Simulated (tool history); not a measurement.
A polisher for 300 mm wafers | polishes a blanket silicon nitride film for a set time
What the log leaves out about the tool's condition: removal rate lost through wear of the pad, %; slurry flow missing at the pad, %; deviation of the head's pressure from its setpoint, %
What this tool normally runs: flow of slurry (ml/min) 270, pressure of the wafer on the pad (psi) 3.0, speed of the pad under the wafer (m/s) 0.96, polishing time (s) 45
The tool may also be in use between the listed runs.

run,hour,flow of slurry (ml/min),pressure of the wafer on the pad (psi),speed of the pad under the wafer (m/s),polishing time (s),wafers since the last listed run,wafers polished on this pad,hours since the slurry nozzle was cleaned,hours since the head pressure was calibrated,"incoming thickness of the incoming film, nm",film removed (angstrom)
1,0.0,270,3.0,0.96,45,0,790,330.6,819.3,617.4,520
2,7.4,270,3.0,0.96,45,72,862,338.0,826.7,614.7,516
# hour 24.5: worn pad replaced by a new one
3,25.0,270,3.0,0.96,45,133,5,355.6,844.3,620.5,561
4,61.5,270,3.0,0.96,45,357,362,392.1,880.8,615.3,532
5,72.6,270,3.3,0.96,45,108,471,403.2,891.9,617.1,567
6,90.6,270,3.3,0.96,45,176,648,421.2,909.9,622.4,558
7,97.9,270,3.3,0.96,45,71,719,428.5,917.2,616.5,560
8,106.8,270,3.0,0.88,45,87,806,437.4,926.1,632.1,485
# hour 113.5: worn pad replaced by a new one
9,113.9,270,3.0,0.88,45,30,3,444.5,933.2,625.2,544
10,126.0,270,3.0,0.88,45,118,122,456.6,945.3,612.9,520
11,135.6,270,3.0,0.96,45,94,216,466.2,954.9,613.0,527
12,145.0,270,3.0,0.96,41,92,308,475.6,964.3,623.5,479
13,162.9,270,3.0,0.96,45,175,483,493.5,982.2,613.5,509
# hour 168.9: slurry nozzle cleaned
14,169.8,270,3.0,0.96,45,57,541,0.9,989.1,609.6,519
15,184.7,270,3.0,0.96,45,145,687,15.8,1004.0,622.4,502
16,192.4,270,3.0,0.96,45,75,763,23.5,1011.7,620.5,502
# hour 202.1: worn pad replaced by a new one
17,207.2,270,3.0,0.96,45,105,50,38.3,1026.5,622.2,548
18,224.5,270,3.0,0.96,45,169,219,55.6,1043.8,610.5,533
19,239.8,270,2.4,1.24,45,149,369,70.9,1059.1,628.8,477
20,257.1,270,3.0,0.96,45,169,539,88.2,1076.4,621.6,513
# hour 267.6: head pressure recalibrated
21,271.8,210,3.6,0.96,61,124,663,102.9,4.2,622.4,908
22,278.3,315,3.0,0.70,39,63,727,109.4,10.7,621.4,435
# hour 288.2: worn pad replaced by a new one
23,288.7,315,2.2,0.76,51,62,4,119.8,21.1,622.9,480
24,304.8,270,3.0,0.96,45,157,162,135.9,37.2,622.9,601
25,320.7,305,2.4,0.96,45,155,317,151.8,53.1,620.0,485
26,337.8,270,3.0,0.96,45,167,485,168.9,70.2,622.5,580
27,349.9,340,3.4,1.06,45,118,604,181.0,82.3,620.2,700
28,361.9,355,4.0,0.96,30,117,721,193.0,94.3,615.3,520
# hour 383.1: worn pad replaced by a new one
29,383.6,270,3.0,0.96,30,173,4,214.7,116.0,614.5,416
30,394.6,320,3.0,1.14,45,107,112,225.7,127.0,612.8,661
31,409.3,315,3.0,0.70,39,144,256,240.4,141.7,623.7,453
32,418.4,270,3.0,0.96,45,89,345,249.5,150.8,620.6,577
33,432.3,310,3.0,0.72,37,136,481,263.4,164.7,619.3,420
34,441.1,270,3.5,0.96,51,86,568,272.2,173.5,628.7,761
35,454.9,315,3.0,0.70,39,135,703,286.0,187.3,620.2,432
36,471.7,270,3.0,0.70,45,164,867,302.8,204.1,620.9,487

Alternative continuations, all from the tool just after run 36; predict every row:
A,472.1,270,3.0,0.80,45,3,871,303.2,204.5,614.8,?
B,472.1,270,3.0,1.26,36,3,871,303.2,204.5,614.8,?
C,472.1,270,3.7,0.62,38,3,871,303.2,204.5,614.8,?
D,472.1,240,3.0,0.96,45,3,871,303.2,204.5,614.8,?

run,film removed (angstrom)
A,517
B,517
C,483
D,555
With no hidden state in the tool, these same runs would have given:
run,film removed (angstrom)
A,576
B,575
C,538
D,618
